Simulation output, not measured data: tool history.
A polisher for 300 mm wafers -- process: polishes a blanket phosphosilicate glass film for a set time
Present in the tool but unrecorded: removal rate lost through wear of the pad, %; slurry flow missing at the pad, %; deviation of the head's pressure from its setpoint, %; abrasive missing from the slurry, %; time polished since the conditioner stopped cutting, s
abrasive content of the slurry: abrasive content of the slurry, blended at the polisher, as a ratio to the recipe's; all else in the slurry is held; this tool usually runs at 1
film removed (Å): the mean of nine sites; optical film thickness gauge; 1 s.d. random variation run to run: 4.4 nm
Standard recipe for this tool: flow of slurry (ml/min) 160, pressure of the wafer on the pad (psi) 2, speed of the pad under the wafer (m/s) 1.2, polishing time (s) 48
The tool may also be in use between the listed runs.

run	hour	flow of slurry (ml/min)	pressure of the wafer on the pad (psi)	speed of the pad under the wafer (m/s)	abrasive content of the slurry	polishing time (s)	wafers since the last listed run	wafers polished on this pad	hours since the slurry nozzle was cleaned	hours since the head pressure was calibrated	hours since the slurry blender was calibrated	hours since the conditioning disc was replaced	incoming thickness of the incoming film, nm	film removed (Å)
1	0	180	2	1.2	1	48	0	411	313.1	299.4	79.2	9.7	3534.2	3628
# hour 32.7: slurry nozzle cleaned
2	50.6	160	2	0.9	1	48	818	1229	17.9	350	129.8	60.3	3548.4	2861
3	74.8	160	2	1.2	1	48	399	1629	42.1	374.2	154	84.5	3555.3	3640
4	137.5	160	2	1.2	1	55	1034	2663	104.8	436.9	216.7	147.2	3645	4220
# hour 144.2: head pressure recalibrated
# hour 173.6: slurry blender recalibrated
5	176.4	160	2	1.2	1	55	575	3239	143.7	32.2	2.8	186.1	3578	4060
# hour 205.1: worn pad replaced by a new one
6	213.3	160	2	1.2	1	55	542	136	180.6	69.1	39.7	223	3521.8	4158
7	237.6	160	1.7	1.2	1	57	401	537	204.9	93.4	64	247.3	3536.1	3743
8	277.9	160	2	1.2	1	48	665	1202	245.2	133.7	104.3	287.6	3566.4	3576
# hour 296.4: conditioning disc replaced and pad reconditioned
9	341.5	160	2	1.2	1	48	1016	2218	308.8	197.3	167.9	45.1	3561	3707
# hour 344.9: slurry nozzle cleaned
# hour 409.4: worn pad replaced by a new one
10	409.9	160	2	1.2	1	48	1046	8	65	265.7	236.3	113.5	3590.4	3611
11	454.6	160	2	1.2	1	48	737	746	109.7	310.4	281	158.2	3605.9	3670
# hour 475.7: slurry blender recalibrated
12	511.2	115	2.2	1	1	37	901	1647	166.3	367	35.5	214.8	3571.2	2501
# hour 571.8: conditioning disc replaced and pad reconditioned
13	582.3	160	2	1.2	1.3	48	1140	2787	237.4	438.1	106.6	10.5	3574.5	3948
# hour 601.8: head pressure recalibrated
# hour 610.8: worn pad replaced by a new one
14	639.2	160	1.6	0.78	1	48	840	468	294.3	37.4	163.5	67.4	3575.2	2086
# hour 656.1: slurry nozzle cleaned
15	683.8	205	1.7	1.2	1	48	719	1188	27.7	82	208.1	112	3537.5	3183
# hour 714.9: slurry blender recalibrated
16	721.8	215	2	1.2	0.85	62	594	1782	65.7	120	6.9	150	3590.7	4595
17	775.9	160	2	1.2	1	48	892	2675	119.8	174.1	61	204.1	3554	3622
# hour 838.3: worn pad replaced by a new one
18	846.8	130	1.6	1.2	1	48	1104	140	190.7	245	131.9	275	3566.5	2823
# hour 857.4: conditioning disc replaced and pad reconditioned
19	873.7	215	2	1.2	0.85	62	410	551	217.6	271.9	158.8	16.3	3581.8	4811
20	930.7	160	1.6	1.2	1	48	940	1491	274.6	328.9	215.8	73.3	3551.2	2912
21	956.6	160	2.7	1.2	1	61	427	1919	300.5	354.8	241.7	99.2	3557.8	6118
# hour 991.2: slurry nozzle cleaned
22	992.5	160	2.6	1.2	1.25	48	575	2495	1.3	390.7	277.6	135.1	3591.1	4871
# hour 1019.9: head pressure recalibrated
# hour 1021.5: slurry blender recalibrated
# hour 1023.8: worn pad replaced by a new one
23	1024.3	160	2	1.2	0.85	53	427	7	33.1	4.4	2.8	166.9	3543.3	3972

5 ways to go on from here, each from the tool as it stands after run 23. What would each give?
A	1024.7	160	2	1.44	1	48	6	14	33.5	4.8	3.2	167.3	3568.1	?
B	1024.7	160	2	1.08	0.8	37	6	14	33.5	4.8	3.2	167.3	3568.1	?
C	1024.7	175	2	1.2	1.15	48	6	14	33.5	4.8	3.2	167.3	3568.1	?
D	1024.7	160	2	1.2	0.75	48	6	14	33.5	4.8	3.2	167.3	3568.1	?
E	1024.7	160	1.3	1.2	1	63	6	14	33.5	4.8	3.2	167.3	3568.1	?

run	film removed (Å)
A	4201
B	2449
C	3807
D	3409
E	3157
Without the tool's hidden state the same runs would have given:
run	film removed (Å)
A	4201
B	2449
C	3807
D	3409
E	3157

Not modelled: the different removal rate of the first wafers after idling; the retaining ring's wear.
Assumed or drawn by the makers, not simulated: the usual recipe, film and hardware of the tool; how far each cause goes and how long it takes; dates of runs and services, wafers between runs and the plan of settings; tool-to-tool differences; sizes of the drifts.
